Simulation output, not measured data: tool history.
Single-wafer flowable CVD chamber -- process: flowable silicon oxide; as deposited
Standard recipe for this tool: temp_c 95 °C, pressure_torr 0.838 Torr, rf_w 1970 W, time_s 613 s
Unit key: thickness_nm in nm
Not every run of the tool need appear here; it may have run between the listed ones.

run	day	temp_c	pressure_torr	rf_w	time_s	wafers since the last listed run	hours since the last thermocouple change	hours since the last RF generator calibration	hours since the last manometer calibration	hours since the showerhead was replaced	hours since the gauge calibration	read-back reference wafer on the same gauge, thickness_nm	thickness_nm
1	0	95	0.995	1970	613	0	979.4	24.4	1274.5	6223.1	824.3	397.757	518.934
2	0.612	100	0.76	1970	613	30	994.1	39.1	1289.2	6237.8	839	397.365	358.865
3	1.2	98	0.838	1970	613	28	1008.2	53.2	1303.3	6251.9	853.1	396.991	412.031
4	2.362	98	0.838	1970	613	57	1036.1	81.1	1331.2	6279.8	881	397.391	413.965
5	3.154	95	0.696	1970	613	38	1055.1	100.1	1350.2	6298.8	900	396.754	412.256
6	4.154	95	0.696	1970	613	49	1079.1	124.1	1374.2	6322.8	924	397.78	409.571
7	5.338	95	0.838	1970	613	58	1107.5	152.5	1402.6	6351.2	952.4	397.099	464.514
8	6.204	90	0.902	2295	516	42	1128.3	173.3	1423.4	6372	973.2	396.617	512.925
9	7.204	95	0.838	1755	613	49	1152.3	197.3	1447.4	6396	997.2	396.819	445.696
10	8.233	83	0.671	2120	613	50	1177	222	1472.1	6420.7	1021.9	397.121	621.671
# day 8.604: thermocouple changed; heater temperature recalibrated
# day 9.062: capacitance manometer re-zeroed and calibrated
11	9.125	95	0.995	1970	613	11	12.5	243.4	1.5	6442.1	1043.3	396.457	522.955
12	10.092	89	0.838	1970	712	47	35.7	266.6	24.7	6465.3	1066.5	397.121	668.84
13	10.7	81	0.838	1605	559	29	50.3	281.2	39.3	6479.9	1081.1	396.987	640.591
14	11.488	95	0.838	1600	663	38	69.2	300.1	58.2	6498.8	1100	397.618	467.366
15	12.329	95	0.678	1970	613	41	89.4	320.3	78.4	6519	1120.2	397.004	402.73
16	13.421	95	0.706	1970	613	53	115.6	346.5	104.6	6545.2	1146.4	397.471	413.375
# day 13.592: gauge calibrated
17	14.838	95	0.746	1970	613	69	149.6	380.5	138.6	6579.2	29.9	396.978	428.127
18	15.496	95	0.838	1825	613	32	165.4	396.3	154.4	6595	45.7	396.763	452.507
19	16.612	83	0.671	2120	613	54	192.2	423.1	181.2	6621.8	72.5	397.047	625.251
20	17.617	84	0.838	1970	728	49	216.3	447.2	205.3	6645.9	96.6	396.475	816.248
21	18.996	100	0.838	1640	581	67	249.4	480.3	238.4	6679	129.7	396.562	341.182
22	19.879	108	0.838	2245	613	43	270.6	501.5	259.6	6700.2	150.9	397.826	291.714
# day 20.246: showerhead replaced
23	21.35	81	0.838	1605	559	55	305.9	536.8	294.9	26.5	186.2	396.08	643.648
24	25.65	95	0.838	1970	613	211	409.1	640	398.1	129.7	289.4	397.465	463.985
25	26.508	95	0.838	1750	613	42	429.7	660.6	418.7	150.3	310	397.289	446.433
26	27.8	95	1.034	2335	536	63	460.7	691.6	449.7	181.3	341	397.039	485.31
27	28.35	103	0.751	1970	564	26	473.9	704.8	462.9	194.5	354.2	396.943	292.816
28	29.846	95	0.988	1970	580	73	509.8	740.7	498.8	230.4	390.1	396.317	491.103

5 ways to go on from here, each from the tool as it stands after run 28. What would each give?
A	29.871	95	0.838	1970	526	1	510.4	741.3	499.4	231	390.7	?	?
B	29.871	95	0.898	2100	513	1	510.4	741.3	499.4	231	390.7	?	?
C	29.871	99	0.997	1970	613	1	510.4	741.3	499.4	231	390.7	?	?
D	29.871	91	0.66	1970	717	1	510.4	741.3	499.4	231	390.7	?	?
E	29.871	102	0.838	1610	613	1	510.4	741.3	499.4	231	390.7	?	?

run	read-back reference wafer on the same gauge, thickness_nm	thickness_nm
A	396.913	399.147
B	396.913	414.709
C	396.913	451.181
D	396.913	543.478
E	396.913	332.111
With the hidden condition removed and each run's random variation left untouched, the same runs would have given:
run	thickness_nm
A	399.147
B	414.709
C	451.181
D	543.478
E	332.111
